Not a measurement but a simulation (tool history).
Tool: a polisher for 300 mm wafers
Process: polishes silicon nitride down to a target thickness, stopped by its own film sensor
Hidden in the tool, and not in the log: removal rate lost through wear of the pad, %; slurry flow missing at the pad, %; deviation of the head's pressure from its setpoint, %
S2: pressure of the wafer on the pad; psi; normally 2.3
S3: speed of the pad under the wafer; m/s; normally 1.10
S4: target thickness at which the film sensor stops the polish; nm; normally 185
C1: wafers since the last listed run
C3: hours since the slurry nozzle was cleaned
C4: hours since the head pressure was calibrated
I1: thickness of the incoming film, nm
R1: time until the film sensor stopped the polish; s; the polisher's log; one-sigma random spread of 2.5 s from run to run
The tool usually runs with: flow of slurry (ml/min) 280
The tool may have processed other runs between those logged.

run 1 hour=0.0 | flow_of_slurry_(ml/min)=280 S2=2.3 S3=1.10 S4=185 | C1=0 wafers_polished_on_this_pad=512 C3=437.2 C4=527.5 | I1=353.6 | R1=131.2
run 2 hour=24.3 | flow_of_slurry_(ml/min)=280 S2=2.3 S3=1.10 S4=185 | C1=164 wafers_polished_on_this_pad=677 C3=461.5 C4=551.8 | I1=344.9 | R1=126.2
-- hour=82.4 head pressure recalibrated
run 3 hour=198.4 | flow_of_slurry_(ml/min)=280 S2=2.3 S3=1.10 S4=185 | C1=1163 wafers_polished_on_this_pad=1841 C3=635.6 C4=116.0 | I1=347.8 | R1=140.2
run 4 hour=227.8 | flow_of_slurry_(ml/min)=280 S2=2.3 S3=1.10 S4=185 | C1=198 wafers_polished_on_this_pad=2039 C3=665.0 C4=145.4 | I1=351.7 | R1=143.4
-- hour=262.7 worn pad replaced by a new one
run 5 hour=432.0 | flow_of_slurry_(ml/min)=280 S2=2.3 S3=1.10 S4=185 | C1=1353 wafers_polished_on_this_pad=1144 C3=869.2 C4=349.6 | I1=353.5 | R1=135.2
run 6 hour=483.7 | flow_of_slurry_(ml/min)=280 S2=1.7 S3=1.10 S4=185 | C1=349 wafers_polished_on_this_pad=1494 C3=920.9 C4=401.3 | I1=355.9 | R1=168.5
run 7 hour=541.1 | flow_of_slurry_(ml/min)=280 S2=1.7 S3=1.10 S4=185 | C1=388 wafers_polished_on_this_pad=1882 C3=978.3 C4=458.7 | I1=350.1 | R1=166.6
-- hour=552.8 worn pad replaced by a new one
-- hour=566.9 slurry nozzle cleaned
run 8 hour=605.1 | flow_of_slurry_(ml/min)=280 S2=1.7 S3=1.10 S4=185 | C1=398 wafers_polished_on_this_pad=346 C3=38.2 C4=522.7 | I1=356.0 | R1=154.0
-- hour=684.8 head pressure recalibrated
run 9 hour=688.2 | flow_of_slurry_(ml/min)=280 S2=2.3 S3=1.10 S4=185 | C1=548 wafers_polished_on_this_pad=895 C3=121.3 C4=3.4 | I1=346.1 | R1=125.9
-- hour=819.7 worn pad replaced by a new one
run 10 hour=853.6 | flow_of_slurry_(ml/min)=280 S2=2.3 S3=1.10 S4=185 | C1=1091 wafers_polished_on_this_pad=229 C3=286.7 C4=168.8 | I1=345.8 | R1=124.2
run 11 hour=878.7 | flow_of_slurry_(ml/min)=280 S2=2.3 S3=1.10 S4=185 | C1=169 wafers_polished_on_this_pad=399 C3=311.8 C4=193.9 | I1=353.0 | R1=132.2
run 12 hour=920.8 | flow_of_slurry_(ml/min)=280 S2=2.3 S3=1.10 S4=185 | C1=284 wafers_polished_on_this_pad=683 C3=353.9 C4=236.0 | I1=350.4 | R1=128.3
run 13 hour=951.2 | flow_of_slurry_(ml/min)=280 S2=2.3 S3=1.10 S4=185 | C1=205 wafers_polished_on_this_pad=889 C3=384.3 C4=266.4 | I1=352.5 | R1=130.7
run 14 hour=1019.3 | flow_of_slurry_(ml/min)=225 S2=2.0 S3=0.94 S4=230 | C1=460 wafers_polished_on_this_pad=1349 C3=452.4 C4=334.5 | I1=349.5 | R1=120.1
run 15 hour=1066.6 | flow_of_slurry_(ml/min)=245 S2=2.8 S3=0.86 S4=228 | C1=319 wafers_polished_on_this_pad=1669 C3=499.7 C4=381.8 | I1=347.1 | R1=104.5
run 16 hour=1094.2 | flow_of_slurry_(ml/min)=335 S2=2.6 S3=0.76 S4=170 | C1=186 wafers_polished_on_this_pad=1856 C3=527.3 C4=409.4 | I1=347.9 | R1=182.4
run 17 hour=1125.3 | flow_of_slurry_(ml/min)=280 S2=2.3 S3=1.10 S4=185 | C1=210 wafers_polished_on_this_pad=2066 C3=558.4 C4=440.5 | I1=345.7 | R1=142.1
-- hour=1156.0 worn pad replaced by a new one
run 18 hour=1171.7 | flow_of_slurry_(ml/min)=280 S2=1.7 S3=1.42 S4=185 | C1=286 wafers_polished_on_this_pad=105 C3=604.8 C4=486.9 | I1=348.7 | R1=118.3
run 19 hour=1238.7 | flow_of_slurry_(ml/min)=280 S2=2.3 S3=1.10 S4=185 | C1=453 wafers_polished_on_this_pad=558 C3=671.8 C4=553.9 | I1=351.7 | R1=126.8
-- hour=1241.7 head pressure recalibrated
run 20 hour=1267.3 | flow_of_slurry_(ml/min)=280 S2=2.3 S3=1.10 S4=185 | C1=179 wafers_polished_on_this_pad=738 C3=700.4 C4=25.6 | I1=353.8 | R1=134.2
run 21 hour=1296.7 | flow_of_slurry_(ml/min)=340 S2=2.7 S3=1.34 S4=213 | C1=198 wafers_polished_on_this_pad=937 C3=729.8 C4=55.0 | I1=349.4 | R1=80.8
run 22 hour=1320.8 | flow_of_slurry_(ml/min)=280 S2=2.3 S3=1.10 S4=185 | C1=162 wafers_polished_on_this_pad=1100 C3=753.9 C4=79.1 | I1=349.6 | R1=128.5
run 23 hour=1371.1 | flow_of_slurry_(ml/min)=180 S2=3.1 S3=1.10 S4=161 | C1=340 wafers_polished_on_this_pad=1440 C3=804.2 C4=129.4 | I1=353.6 | R1=131.1
run 24 hour=1399.0 | flow_of_slurry_(ml/min)=280 S2=2.3 S3=1.22 S4=185 | C1=188 wafers_polished_on_this_pad=1629 C3=832.1 C4=157.3 | I1=347.8 | R1=122.5
run 25 hour=1424.7 | flow_of_slurry_(ml/min)=280 S2=2.3 S3=1.24 S4=185 | C1=173 wafers_polished_on_this_pad=1803 C3=857.8 C4=183.0 | I1=347.7 | R1=124.9
run 26 hour=1456.3 | flow_of_slurry_(ml/min)=370 S2=2.3 S3=0.98 S4=185 | C1=213 wafers_polished_on_this_pad=2016 C3=889.4 C4=214.6 | I1=344.0 | R1=148.2
-- hour=1466.8 worn pad replaced by a new one
-- hour=1480.8 slurry nozzle cleaned
run 27 hour=1491.0 | flow_of_slurry_(ml/min)=280 S2=2.3 S3=1.44 S4=185 | C1=200 wafers_polished_on_this_pad=156 C3=10.2 C4=249.3 | I1=348.6 | R1=101.6

Results per run with the tool's hidden condition removed, run-to-run variation unchanged:
run=1 R1=129.0
run=2 R1=123.4
run=3 R1=124.7
run=4 R1=124.3
run=5 R1=128.0
run=6 R1=155.0
run=7 R1=146.7
run=8 R1=150.2
run=9 R1=120.1
run=10 R1=124.0
run=11 R1=131.5
run=12 R1=126.5
run=13 R1=127.7
run=14 R1=113.6
run=15 R1=95.9
run=16 R1=163.8
run=17 R1=124.1
run=18 R1=118.2
run=19 R1=125.5
run=20 R1=131.9
run=21 R1=78.6
run=22 R1=123.7
run=23 R1=122.8
run=24 R1=112.7
run=25 R1=112.7
run=26 R1=130.1
run=27 R1=100.3

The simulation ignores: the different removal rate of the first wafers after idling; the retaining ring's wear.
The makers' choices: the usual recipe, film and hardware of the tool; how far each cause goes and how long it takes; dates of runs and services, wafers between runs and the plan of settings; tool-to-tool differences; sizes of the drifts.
